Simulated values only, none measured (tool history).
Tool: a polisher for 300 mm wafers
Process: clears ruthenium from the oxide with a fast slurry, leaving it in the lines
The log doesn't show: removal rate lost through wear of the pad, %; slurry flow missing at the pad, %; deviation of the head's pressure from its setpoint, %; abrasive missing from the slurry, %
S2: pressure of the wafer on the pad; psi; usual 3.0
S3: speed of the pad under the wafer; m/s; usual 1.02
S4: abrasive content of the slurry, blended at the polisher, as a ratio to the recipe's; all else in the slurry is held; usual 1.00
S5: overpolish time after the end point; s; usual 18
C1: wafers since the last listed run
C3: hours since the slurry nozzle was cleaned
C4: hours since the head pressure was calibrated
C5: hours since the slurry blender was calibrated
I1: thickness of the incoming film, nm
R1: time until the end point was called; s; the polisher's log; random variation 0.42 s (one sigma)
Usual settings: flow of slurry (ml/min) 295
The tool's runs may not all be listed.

{"run": 1, "hour": 0.0, "flow of slurry (ml/min)": 295, "S2": 3.0, "S3": 1.02, "S4": 1.0, "S5": 18, "C1": 0, "wafers polished on this pad": 470, "C3": 596.9, "C4": 987.2, "C5": 140.6, "I1": 189.7, "R1": 33.5}
{"run": 2, "hour": 21.6, "flow of slurry (ml/min)": 295, "S2": 3.0, "S3": 1.02, "S4": 1.0, "S5": 18, "C1": 164, "wafers polished on this pad": 634, "C3": 618.5, "C4": 1008.8, "C5": 162.2, "I1": 188.0, "R1": 34.4}
{"run": 3, "hour": 35.8, "flow of slurry (ml/min)": 295, "S2": 3.0, "S3": 1.02, "S4": 1.0, "S5": 18, "C1": 108, "wafers polished on this pad": 742, "C3": 632.7, "C4": 1023.0, "C5": 176.4, "I1": 188.7, "R1": 34.9}
{"run": 4, "hour": 70.1, "flow of slurry (ml/min)": 295, "S2": 3.0, "S3": 1.02, "S4": 1.0, "S5": 18, "C1": 261, "wafers polished on this pad": 1004, "C3": 667.0, "C4": 1057.3, "C5": 210.7, "I1": 191.3, "R1": 35.3}
{"run": 5, "hour": 87.9, "flow of slurry (ml/min)": 295, "S2": 3.0, "S3": 1.02, "S4": 1.0, "S5": 18, "C1": 135, "wafers polished on this pad": 1139, "C3": 684.8, "C4": 1075.1, "C5": 228.5, "I1": 192.4, "R1": 36.9}
{"run": 6, "hour": 111.6, "flow of slurry (ml/min)": 295, "S2": 3.0, "S3": 1.02, "S4": 1.0, "S5": 18, "C1": 180, "wafers polished on this pad": 1320, "C3": 708.5, "C4": 1098.8, "C5": 252.2, "I1": 192.7, "R1": 36.3}
{"hour": 115.6, "done": "worn pad replaced by a new one"}
{"hour": 127.7, "done": "head pressure recalibrated"}
{"hour": 132.6, "done": "slurry blender recalibrated"}
{"run": 7, "hour": 142.1, "flow of slurry (ml/min)": 295, "S2": 3.0, "S3": 1.02, "S4": 1.0, "S5": 18, "C1": 171, "wafers polished on this pad": 171, "C3": 739.0, "C4": 14.4, "C5": 9.5, "I1": 192.6, "R1": 30.2}
{"run": 8, "hour": 169.6, "flow of slurry (ml/min)": 295, "S2": 3.0, "S3": 1.22, "S4": 1.0, "S5": 18, "C1": 209, "wafers polished on this pad": 380, "C3": 766.5, "C4": 41.9, "C5": 37.0, "I1": 193.1, "R1": 27.1}
{"run": 9, "hour": 204.3, "flow of slurry (ml/min)": 230, "S2": 2.7, "S3": 1.02, "S4": 0.7, "S5": 18, "C1": 264, "wafers polished on this pad": 645, "C3": 801.2, "C4": 76.6, "C5": 71.7, "I1": 190.9, "R1": 40.7}
{"run": 10, "hour": 237.7, "flow of slurry (ml/min)": 295, "S2": 3.0, "S3": 1.02, "S4": 1.25, "S5": 10, "C1": 254, "wafers polished on this pad": 899, "C3": 834.6, "C4": 110.0, "C5": 105.1, "I1": 187.7, "R1": 30.3}
{"run": 11, "hour": 250.1, "flow of slurry (ml/min)": 295, "S2": 3.0, "S3": 1.02, "S4": 1.0, "S5": 18, "C1": 94, "wafers polished on this pad": 993, "C3": 847.0, "C4": 122.4, "C5": 117.5, "I1": 188.2, "R1": 32.4}
{"run": 12, "hour": 274.5, "flow of slurry (ml/min)": 295, "S2": 2.5, "S3": 1.26, "S4": 1.0, "S5": 10, "C1": 185, "wafers polished on this pad": 1179, "C3": 871.4, "C4": 146.8, "C5": 141.9, "I1": 192.3, "R1": 34.8}
{"run": 13, "hour": 304.3, "flow of slurry (ml/min)": 295, "S2": 3.8, "S3": 1.02, "S4": 1.15, "S5": 18, "C1": 226, "wafers polished on this pad": 1406, "C3": 901.2, "C4": 176.6, "C5": 171.7, "I1": 189.1, "R1": 27.0}
{"hour": 317.7, "done": "slurry nozzle cleaned"}
{"hour": 324.4, "done": "worn pad replaced by a new one"}
{"run": 14, "hour": 329.7, "flow of slurry (ml/min)": 295, "S2": 3.0, "S3": 1.02, "S4": 1.0, "S5": 18, "C1": 155, "wafers polished on this pad": 40, "C3": 12.0, "C4": 202.0, "C5": 197.1, "I1": 193.0, "R1": 31.9}
{"run": 15, "hour": 343.0, "flow of slurry (ml/min)": 190, "S2": 3.8, "S3": 1.02, "S4": 1.0, "S5": 13, "C1": 101, "wafers polished on this pad": 141, "C3": 25.3, "C4": 215.3, "C5": 210.4, "I1": 192.3, "R1": 25.2}
{"run": 16, "hour": 360.8, "flow of slurry (ml/min)": 335, "S2": 3.0, "S3": 1.02, "S4": 1.0, "S5": 18, "C1": 135, "wafers polished on this pad": 277, "C3": 43.1, "C4": 233.1, "C5": 228.2, "I1": 192.1, "R1": 31.5}
{"run": 17, "hour": 387.5, "flow of slurry (ml/min)": 295, "S2": 3.0, "S3": 1.34, "S4": 1.0, "S5": 18, "C1": 203, "wafers polished on this pad": 480, "C3": 69.8, "C4": 259.8, "C5": 254.9, "I1": 190.8, "R1": 25.5}
{"run": 18, "hour": 401.9, "flow of slurry (ml/min)": 200, "S2": 3.4, "S3": 1.12, "S4": 1.0, "S5": 26, "C1": 109, "wafers polished on this pad": 590, "C3": 84.2, "C4": 274.2, "C5": 269.3, "I1": 189.4, "R1": 26.5}
{"hour": 428.0, "done": "slurry blender recalibrated"}
{"run": 19, "hour": 432.7, "flow of slurry (ml/min)": 295, "S2": 3.0, "S3": 1.02, "S4": 1.0, "S5": 18, "C1": 219, "wafers polished on this pad": 809, "C3": 115.0, "C4": 305.0, "C5": 4.7, "I1": 191.6, "R1": 33.2}
{"run": 20, "hour": 463.1, "flow of slurry (ml/min)": 395, "S2": 3.0, "S3": 1.12, "S4": 1.0, "S5": 24, "C1": 231, "wafers polished on this pad": 1041, "C3": 145.4, "C4": 335.4, "C5": 35.1, "I1": 188.5, "R1": 30.6}
{"run": 21, "hour": 486.8, "flow of slurry (ml/min)": 295, "S2": 3.0, "S3": 1.02, "S4": 1.0, "S5": 18, "C1": 180, "wafers polished on this pad": 1221, "C3": 169.1, "C4": 359.1, "C5": 58.8, "I1": 190.8, "R1": 34.4}
{"run": 22, "hour": 499.3, "flow of slurry (ml/min)": 355, "S2": 3.0, "S3": 1.02, "S4": 1.2, "S5": 18, "C1": 95, "wafers polished on this pad": 1316, "C3": 181.6, "C4": 371.6, "C5": 71.3, "I1": 190.2, "R1": 31.9}
{"run": 23, "hour": 530.1, "flow of slurry (ml/min)": 295, "S2": 3.0, "S3": 1.02, "S4": 1.0, "S5": 18, "C1": 234, "wafers polished on this pad": 1551, "C3": 212.4, "C4": 402.4, "C5": 102.1, "I1": 190.1, "R1": 34.9}
{"hour": 552.2, "done": "worn pad replaced by a new one"}
{"run": 24, "hour": 558.8, "flow of slurry (ml/min)": 345, "S2": 3.0, "S3": 1.02, "S4": 1.0, "S5": 8, "C1": 188, "wafers polished on this pad": 50, "C3": 241.1, "C4": 431.1, "C5": 130.8, "I1": 192.5, "R1": 31.6}
{"run": 25, "hour": 594.1, "flow of slurry (ml/min)": 295, "S2": 3.0, "S3": 1.02, "S4": 1.0, "S5": 18, "C1": 268, "wafers polished on this pad": 319, "C3": 276.4, "C4": 466.4, "C5": 166.1, "I1": 186.3, "R1": 31.7}
{"run": 26, "hour": 612.6, "flow of slurry (ml/min)": 295, "S2": 3.0, "S3": 1.02, "S4": 1.0, "S5": 18, "C1": 140, "wafers polished on this pad": 460, "C3": 294.9, "C4": 484.9, "C5": 184.6, "I1": 190.4, "R1": 32.4}
{"run": 27, "hour": 641.7, "flow of slurry (ml/min)": 260, "S2": 3.0, "S3": 1.38, "S4": 0.9, "S5": 24, "C1": 221, "wafers polished on this pad": 682, "C3": 324.0, "C4": 514.0, "C5": 213.7, "I1": 190.0, "R1": 26.8}

How the hidden state differs across the entries between the runs, from the last listed run before each to the first after it:
Between runs 6 and 7: worn pad replaced by a new one (hour 115.6); head pressure recalibrated (hour 127.7); slurry blender recalibrated (hour 132.6)
  removal rate lost through wear of the pad, %: 10.7 -> 1.92; deviation of the head's pressure from its setpoint, %: -9.29 -> -1.2
  measured less the result without the state, R1: +6.8 -> +0.9 s
Between runs 13 and 14: slurry nozzle cleaned (hour 317.7); worn pad replaced by a new one (hour 324.4)
  removal rate lost through wear of the pad, %: 11.7 -> 0.394; deviation of the head's pressure from its setpoint, %: -2.35 -> -2.53
  measured less the result without the state, R1: +3.7 -> +0.9 s
Between runs 18 and 19: slurry blender recalibrated (hour 428.0)
  removal rate lost through wear of the pad, %: 4.74 -> 6.59; deviation of the head's pressure from its setpoint, %: -3.05 -> -3.27
  measured less the result without the state, R1: +2.0 -> +3.1 s
Between runs 23 and 24: worn pad replaced by a new one (hour 552.2)
  removal rate lost through wear of the pad, %: 12.4 -> 0.784; deviation of the head's pressure from its setpoint, %: -3.96 -> -4.17
  measured less the result without the state, R1: +5.5 -> +1.6 s
